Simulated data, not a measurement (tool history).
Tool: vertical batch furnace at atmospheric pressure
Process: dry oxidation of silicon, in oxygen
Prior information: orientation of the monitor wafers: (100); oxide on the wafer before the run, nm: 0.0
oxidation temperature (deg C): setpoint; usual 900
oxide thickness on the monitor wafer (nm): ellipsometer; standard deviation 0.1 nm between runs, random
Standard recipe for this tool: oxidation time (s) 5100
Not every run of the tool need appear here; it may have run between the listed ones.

run	hour	oxidation temperature (deg C)	oxidation time (s)	wafers since the last listed run	hours since the last temperature calibration	hours since the boat lift was adjusted	hours since the gauge calibration	read-back reference wafer on the same gauge, thickness	oxide thickness on the monitor wafer (nm)
1	0.0	900	5100	0	3006.8	1573.0	184.6	25.71	22.93
2	38.1	891	5100	604	3044.9	1611.1	222.7	25.72	21.07
3	123.5	891	5100	1355	3130.3	1696.5	308.1	25.71	20.85
4	218.2	900	6690	1502	3225.0	1791.2	402.8	25.71	27.43
5	293.4	900	5100	1193	3300.2	1866.4	478.0	25.74	23.00
6	366.6	900	5100	1161	3373.4	1939.6	551.2	25.74	22.83
# hour 404.6: gauge calibrated
7	420.4	900	5100	853	3427.2	1993.4	15.8	25.73	23.00
8	459.4	919	3210	618	3466.2	2032.4	54.8	25.74	20.66
9	536.8	921	3810	1228	3543.6	2109.8	132.2	25.72	23.53
10	641.0	915	7560	1653	3647.8	2214.0	236.4	25.73	34.96
# hour 706.8: boat lift adjusted
# hour 941.9: gauge calibrated
# hour 957.8: thermocouples replaced and temperature profile calibrated
11	958.3	900	5100	4273	0.5	251.5	16.4	25.68	23.01
12	1003.9	889	6030	723	46.1	297.1	62.0	25.71	22.88
13	1043.3	916	7410	625	85.5	336.5	101.4	25.73	34.49
14	1095.2	900	5100	823	137.4	388.4	153.3	25.67	22.92
15	1202.8	915	7560	1707	245.0	496.0	260.9	25.65	34.78

Take each entry between the runs: how does the hidden state at the last listed run before it differ from the hidden state at the first listed run after it?
After run 6, before run 7: gauge calibrated (hour 404.6)
  both runs share identical hidden conditions
After run 10, before run 11: boat lift adjusted (hour 706.8); gauge calibrated (hour 941.9); thermocouples replaced and temperature profile calibrated (hour 957.8)
  both runs share identical hidden conditions

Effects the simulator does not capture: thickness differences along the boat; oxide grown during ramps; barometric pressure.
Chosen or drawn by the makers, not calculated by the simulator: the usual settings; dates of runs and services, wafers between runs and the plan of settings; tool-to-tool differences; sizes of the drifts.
